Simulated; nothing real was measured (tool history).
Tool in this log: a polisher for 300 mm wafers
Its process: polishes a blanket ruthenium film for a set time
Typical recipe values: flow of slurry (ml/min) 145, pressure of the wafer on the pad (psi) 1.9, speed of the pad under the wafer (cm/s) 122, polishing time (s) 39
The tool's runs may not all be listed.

run	hour	flow of slurry (ml/min)	pressure of the wafer on the pad (psi)	speed of the pad under the wafer (cm/s)	polishing time (s)	wafers since the last listed run	wafers polished on this pad	hours since the slurry nozzle was cleaned	hours since the head pressure was calibrated	incoming thickness of the incoming film, nm	film removed (Å)
1	0	145	1.9	122	39	0	759	20.2	370.7	434.3	481
2	10	145	1.9	122	39	92	852	30.2	380.7	424.4	477
3	20.9	145	1.9	122	39	101	953	41.1	391.6	433.5	478
4	38.6	145	1.9	122	39	164	1117	58.8	409.3	429.7	466
# hour 43.7: worn pad replaced by a new one
5	48	145	1.9	134	39	50	40	68.2	418.7	435.1	477
6	63.7	145	1.9	122	39	145	185	83.9	434.4	426	450
7	81.5	145	1.9	122	39	165	351	101.7	452.2	426.5	439
# hour 91.3: head pressure recalibrated
8	93.4	145	1.9	122	39	91	442	113.6	2.1	429.2	443
9	111.2	145	1.9	122	39	165	608	131.4	19.9	430.1	445
10	119.9	145	1.9	122	36	80	688	140.1	28.6	425.8	398
11	132.3	145	1.9	122	36	115	804	152.5	41	426.7	396
12	148.6	145	1.9	122	35	151	955	168.8	57.3	431.7	379
# hour 159.5: worn pad replaced by a new one, repeated, since the last time left the tool worse
13	171.8	145	1.9	122	39	178	114	192	80.5	429.4	509
14	183.9	145	1.9	122	39	112	226	204.1	92.6	432.2	499
15	198.8	145	2.6	122	39	138	364	219	107.5	435.7	689
16	207.4	145	2.3	138	39	79	444	227.6	116.1	431.1	692
17	213.7	145	1.9	160	39	58	503	233.9	122.4	431.4	630
18	231.5	145	1.9	122	39	165	668	251.7	140.2	425.2	488
19	240	145	1.9	102	39	78	747	260.2	148.7	439.3	416
20	255.9	145	1.9	122	39	147	894	276.1	164.6	434.2	472
21	263.9	145	1.9	122	31	74	968	284.1	172.6	433.8	391
22	281.8	145	2.3	138	39	166	1135	302	190.5	426.7	648
# hour 293.8: worn pad replaced by a new one
23	299.8	145	1.6	110	29	129	55	320	208.5	433.5	286
24	311.8	195	1.9	122	39	111	167	332	220.5	438.3	526
25	319.9	185	2.4	154	35	75	242	340.1	228.6	424.7	730
26	332.7	145	1.5	110	32	118	361	352.9	241.4	426.9	295
# hour 333.8: slurry nozzle cleaned
27	349.1	110	2.5	122	39	142	504	15.3	257.8	423.9	611
28	364.5	195	1.9	164	33	142	647	30.7	273.2	425	559
29	371.9	110	2.2	108	25	68	715	38.1	280.6	430.4	313
30	381	110	1.9	158	39	84	800	47.2	289.7	425.4	583
31	387.1	145	1.4	122	39	56	856	53.3	295.8	432.9	359
32	395	130	1.9	122	28	73	930	61.2	303.7	438.2	334
33	403.8	145	2.4	106	51	81	1011	70	312.5	430.4	703
34	410.6	145	1.3	144	39	63	1074	76.8	319.3	422	379
35	420.2	145	1.9	122	39	89	1164	86.4	328.9	426.7	469
# hour 440.1: worn pad replaced by a new one
36	440.6	195	2.6	148	48	152	4	106.8	349.3	427.2	1052
37	451.5	145	1.9	122	39	101	105	117.7	360.2	430.7	497
38	459.4	145	1.5	150	53	73	179	125.6	368.1	434.4	620

The logged runs with the hidden state left out (each run's random variation unchanged):
The tool's hidden condition here consists of: removal rate lost through wear of the pad, %; slurry flow missing at the pad, %; deviation of the head's pressure from its setpoint, %.
run	film removed (Å)
1	496
2	495
3	499
4	494
5	536
6	505
7	495
8	502
9	508
10	457
11	458
12	445
13	510
14	501
15	693
16	698
17	637
18	498
19	426
20	488
21	407
22	685
23	287
24	528
25	733
26	297
27	619
28	570
29	321
30	600
31	371
32	347
33	735
34	399
35	498
36	1060
37	501
38	625
